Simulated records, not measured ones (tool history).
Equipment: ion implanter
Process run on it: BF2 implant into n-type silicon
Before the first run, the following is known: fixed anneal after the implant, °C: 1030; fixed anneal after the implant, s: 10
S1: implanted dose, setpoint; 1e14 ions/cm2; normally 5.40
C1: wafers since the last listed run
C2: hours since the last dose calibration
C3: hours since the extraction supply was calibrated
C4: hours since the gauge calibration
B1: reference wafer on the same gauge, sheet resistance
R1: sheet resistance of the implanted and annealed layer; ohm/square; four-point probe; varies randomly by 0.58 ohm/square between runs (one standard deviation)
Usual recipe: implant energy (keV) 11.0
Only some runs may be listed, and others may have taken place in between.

{"run": 1, "day": 0.0, "S1": 5.4, "implant energy (keV)": 12.5, "C1": 0, "C2": 480.7, "C3": 4386.1, "C4": 100.0, "B1": 239.98, "R1": 264.24}
{"run": 2, "day": 1.296, "S1": 5.4, "implant energy (keV)": 12.5, "C1": 631, "C2": 511.8, "C3": 4417.2, "C4": 131.1, "B1": 240.25, "R1": 265.91}
{"run": 3, "day": 1.946, "S1": 5.4, "implant energy (keV)": 11.0, "C1": 316, "C2": 527.4, "C3": 4432.8, "C4": 146.7, "B1": 240.02, "R1": 275.87}
{"run": 4, "day": 3.254, "S1": 5.4, "implant energy (keV)": 11.0, "C1": 637, "C2": 558.8, "C3": 4464.2, "C4": 178.1, "B1": 240.13, "R1": 275.48}
{"run": 5, "day": 4.121, "S1": 5.4, "implant energy (keV)": 11.0, "C1": 422, "C2": 579.6, "C3": 4485.0, "C4": 198.9, "B1": 240.06, "R1": 275.47}
{"day": 5.008, "done": "extraction supply calibrated"}
{"run": 6, "day": 5.375, "S1": 5.4, "implant energy (keV)": 11.0, "C1": 448, "C2": 609.7, "C3": 8.8, "C4": 229.0, "B1": 240.16, "R1": 275.73}
{"run": 7, "day": 6.008, "S1": 5.4, "implant energy (keV)": 11.0, "C1": 308, "C2": 624.9, "C3": 24.0, "C4": 244.2, "B1": 239.9, "R1": 275.88}
{"run": 8, "day": 6.788, "S1": 5.4, "implant energy (keV)": 8.5, "C1": 379, "C2": 643.6, "C3": 42.7, "C4": 262.9, "B1": 239.93, "R1": 300.43}
{"run": 9, "day": 7.617, "S1": 6.49, "implant energy (keV)": 11.0, "C1": 403, "C2": 663.5, "C3": 62.6, "C4": 282.8, "B1": 240.06, "R1": 249.91}

The next listed run, before its measurement:
{"day": 8.45, "done": "gauge calibrated"}
{"run": 10, "day": 8.471, "S1": 5.4, "implant energy (keV)": 11.0, "C1": 415, "C2": 684.0, "C3": 83.1, "C4": 0.5, "B1": "?", "R1": "?"}

{"run 10": {"B1": 239.98, "R1": 275.93}}
Minus the tool's unlogged condition, the same run would have read R1 275.93 ohm/square.
